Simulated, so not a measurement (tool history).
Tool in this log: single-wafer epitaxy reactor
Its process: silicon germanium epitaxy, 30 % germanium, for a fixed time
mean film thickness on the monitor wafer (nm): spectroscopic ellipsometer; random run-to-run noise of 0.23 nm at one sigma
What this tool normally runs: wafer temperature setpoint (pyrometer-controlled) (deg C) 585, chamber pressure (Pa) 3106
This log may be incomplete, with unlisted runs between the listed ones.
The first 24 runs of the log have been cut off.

run    hour  wafer temperature setpoint (pyrometer-controlled) (deg C)  chamber pressure (Pa)  wafers since the last listed run  hours since the last pyrometer calibration  hours since the last manometer calibration  hours since the showerhead was replaced  hours since the gauge calibration  read-back reference wafer on the same gauge, thickness_nm  mean film thickness on the monitor wafer (nm)
 25   743.5                                                        599                   3106                               609                                       393.7                                      2330.3                                    243.0                              900.7                                                     63.769                                         73.900
      772.9  -- capacitance manometer re-zeroed and calibrated
 26   778.4                                                        570                   3600                               602                                       428.6                                         5.5                                    277.9                              935.6                                                     63.754                                         44.168
 27   798.5                                                        585                   3106                               450                                       448.7                                        25.6                                    298.0                              955.7                                                     63.816                                         55.457
      810.8  -- gauge calibrated
 28   829.7                                                        585                   2720                               699                                       479.9                                        56.8                                    329.2                               18.9                                                     61.888                                         49.496
 29   863.2                                                        575                   3480                               750                                       513.4                                        90.3                                    362.7                               52.4                                                     62.071                                         46.719
 30   875.3                                                        585                   3106                               271                                       525.5                                       102.4                                    374.8                               64.5                                                     62.059                                         54.612
 31   950.7                                                        573                   3573                              1689                                       600.9                                       177.8                                    450.2                              139.9                                                     62.547                                         45.820
 32   968.9                                                        599                   2640                               407                                       619.1                                       196.0                                    468.4                              158.1                                                     62.611                                         66.022
 33  1072.6                                                        585                   3106                              2323                                       722.8                                       299.7                                    572.1                              261.8                                                     63.095                                         55.043
 34  1093.6                                                        599                   3600                               470                                       743.8                                       320.7                                    593.1                              282.8                                                     63.246                                         80.175
 35  1120.0                                                        592                   2533                               591                                       770.2                                       347.1                                    619.5                              309.2                                                     63.341                                         56.037
 36  1152.7                                                        576                   2613                               732                                       802.9                                       379.8                                    652.2                              341.9                                                     63.373                                         41.126

Forecast each of these 3 alternatives for the next run:
  A  1153.1                                                        585                   3106                                 8                                       803.3                                       380.2                                    652.6                              342.3                                                          ?                                              ?
  B  1153.1                                                        594                   2533                                 8                                       803.3                                       380.2                                    652.6                              342.3                                                          ?                                              ?
  C  1153.1                                                        593                   2426                                 8                                       803.3                                       380.2                                    652.6                              342.3                                                          ?                                              ?

run  read-back reference wafer on the same gauge, thickness_nm  mean film thickness on the monitor wafer (nm)
  A                                                     63.373                                         55.320
  B                                                     63.373                                         58.597
  C                                                     63.373                                         55.792
What these runs would have given with no unlogged condition in the tool:
run  mean film thickness on the monitor wafer (nm)
  A                                         53.663
  B                                         56.841
  C                                         54.121
